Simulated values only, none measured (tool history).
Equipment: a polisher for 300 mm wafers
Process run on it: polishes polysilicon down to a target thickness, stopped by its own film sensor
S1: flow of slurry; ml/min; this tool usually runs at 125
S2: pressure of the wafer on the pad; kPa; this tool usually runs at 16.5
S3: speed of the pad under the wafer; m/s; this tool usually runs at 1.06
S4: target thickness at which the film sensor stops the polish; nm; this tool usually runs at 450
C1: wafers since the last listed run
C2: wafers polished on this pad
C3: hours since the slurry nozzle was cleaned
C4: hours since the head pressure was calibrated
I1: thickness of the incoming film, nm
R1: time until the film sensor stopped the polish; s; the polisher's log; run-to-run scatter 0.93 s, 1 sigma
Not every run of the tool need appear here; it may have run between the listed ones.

Run 1, hour 0.0: usual settings but S4 581 nm; C1 0; C2 631; C3 520.8; C4 494.2; I1 1027.5. Result: R1 63.6 s.
Run 2, hour 54.8: usual settings but S4 581 nm; C1 297; C2 929; C3 575.6; C4 549.0; I1 1053.5. Result: R1 66.1 s.
Run 3, hour 117.9: usual settings but S4 581 nm; C1 343; C2 1272; C3 638.7; C4 612.1; I1 1043.6. Result: R1 64.3 s.
At hour 147.6: slurry nozzle cleaned.
Run 4, hour 179.0: usual settings but S1 105 ml/min, S4 578 nm; C1 326; C2 1599; C3 31.4; C4 673.2; I1 1070.8. Result: R1 69.9 s.
At hour 224.5: worn pad replaced by a new one.
Run 5, hour 230.2: usual settings; C1 256; C2 31; C3 82.6; C4 724.4; I1 1053.9. Result: R1 84.2 s.
Run 6, hour 256.8: usual settings; C1 144; C2 175; C3 109.2; C4 751.0; I1 1052.6. Result: R1 85.6 s.
Run 7, hour 288.7: usual settings but S2 20.7 kPa; C1 173; C2 349; C3 141.1; C4 782.9; I1 1030.5. Result: R1 65.4 s.
Run 8, hour 326.8: usual settings but S3 1.28 m/s; C1 207; C2 556; C3 179.2; C4 821.0; I1 1047.6. Result: R1 69.0 s.
Run 9, hour 354.9: usual settings but S4 517 nm; C1 152; C2 708; C3 207.3; C4 849.1; I1 1048.2. Result: R1 72.7 s.
Run 10, hour 416.7: usual settings but S4 517 nm; C1 335; C2 1044; C3 269.1; C4 910.9; I1 1057.3. Result: R1 74.6 s.
Run 11, hour 469.1: usual settings but S4 517 nm; C1 284; C2 1329; C3 321.5; C4 963.3; I1 1041.9. Result: R1 72.6 s.
Run 12, hour 499.5: usual settings; C1 165; C2 1495; C3 351.9; C4 993.7; I1 1052.3. Result: R1 83.9 s.
Run 13, hour 534.7: usual settings; C1 191; C2 1686; C3 387.1; C4 1028.9; I1 1031.5. Result: R1 81.9 s.
Run 14, hour 583.0: usual settings; C1 262; C2 1949; C3 435.4; C4 1077.2; I1 1062.5. Result: R1 84.3 s.
At hour 593.6: worn pad replaced by a new one.
Run 15, hour 732.5: usual settings but S1 150 ml/min; C1 791; C2 755; C3 584.9; C4 1226.7; I1 1034.5. Result: R1 78.9 s.
Run 16, hour 761.6: usual settings but S1 150 ml/min; C1 158; C2 913; C3 614.0; C4 1255.8; I1 1057.3. Result: R1 83.4 s.
At hour 826.7: slurry nozzle cleaned.
Run 17, hour 827.2: usual settings but S1 150 ml/min; C1 351; C2 1264; C3 0.5; C4 1321.4; I1 1044.6. Result: R1 81.5 s.
Run 18, hour 891.6: usual settings but S3 0.96 m/s; C1 350; C2 1614; C3 64.9; C4 1385.8; I1 1064.3. Result: R1 94.2 s.
Run 19, hour 916.9: usual settings but S3 0.96 m/s; C1 137; C2 1752; C3 90.2; C4 1411.1; I1 1045.8. Result: R1 91.3 s.
At hour 982.5: worn pad replaced by a new one.
Run 20, hour 985.8: usual settings but S1 140 ml/min; C1 352; C2 18; C3 159.1; C4 1480.0; I1 1047.1. Result: R1 81.4 s.
At hour 990.0: head pressure recalibrated.
Run 21, hour 1015.1: usual settings but S2 21.4 kPa, S3 1.16 m/s, S4 603 nm; C1 148; C2 166; C3 188.4; C4 25.1; I1 1053.3. Result: R1 44.9 s.
Run 22, hour 1065.8: usual settings but S4 581 nm; C1 275; C2 442; C3 239.1; C4 75.8; I1 1066.1. Result: R1 68.6 s.
Run 23, hour 1125.4: usual settings but S1 135 ml/min; C1 324; C2 766; C3 298.7; C4 135.4; I1 1044.2. Result: R1 83.2 s.
Run 24, hour 1187.6: usual settings; C1 338; C2 1104; C3 360.9; C4 197.6; I1 1047.6. Result: R1 83.1 s.
Run 25, hour 1224.0: usual settings but S3 1.30 m/s, S4 259 nm; C1 197; C2 1302; C3 397.3; C4 234.0; I1 1039.1. Result: R1 88.3 s.
Run 26, hour 1373.5: usual settings but S1 150 ml/min; C1 812; C2 2114; C3 546.8; C4 383.5; I1 1061.0. Result: R1 83.4 s.
At hour 1411.8: worn pad replaced by a new one.
Run 27, hour 1413.0: usual settings but S1 100 ml/min, S2 11.7 kPa, S3 0.92 m/s, S4 592 nm; C1 192; C2 6; C3 586.3; C4 423.0; I1 1056.0. Result: R1 107.6 s.
At hour 1437.3: slurry nozzle cleaned.
Run 28, hour 1440.6: usual settings but S1 145 ml/min, S3 1.22 m/s, S4 353 nm; C1 144; C2 151; C3 3.3; C4 450.6; I1 1043.3. Result: R1 83.1 s.

What does the tool deliver on the next run?
Run 29, hour 1497.4: usual settings but S1 155 ml/min, S2 13.8 kPa, S3 1.24 m/s; C1 308; C2 460; C3 60.1; C4 507.4; I1 1043.8. Result: R1 ?.

Run 29 gave R1 81.8 s.
Without the tool's hidden state the same run would have given R1 81.8 s.
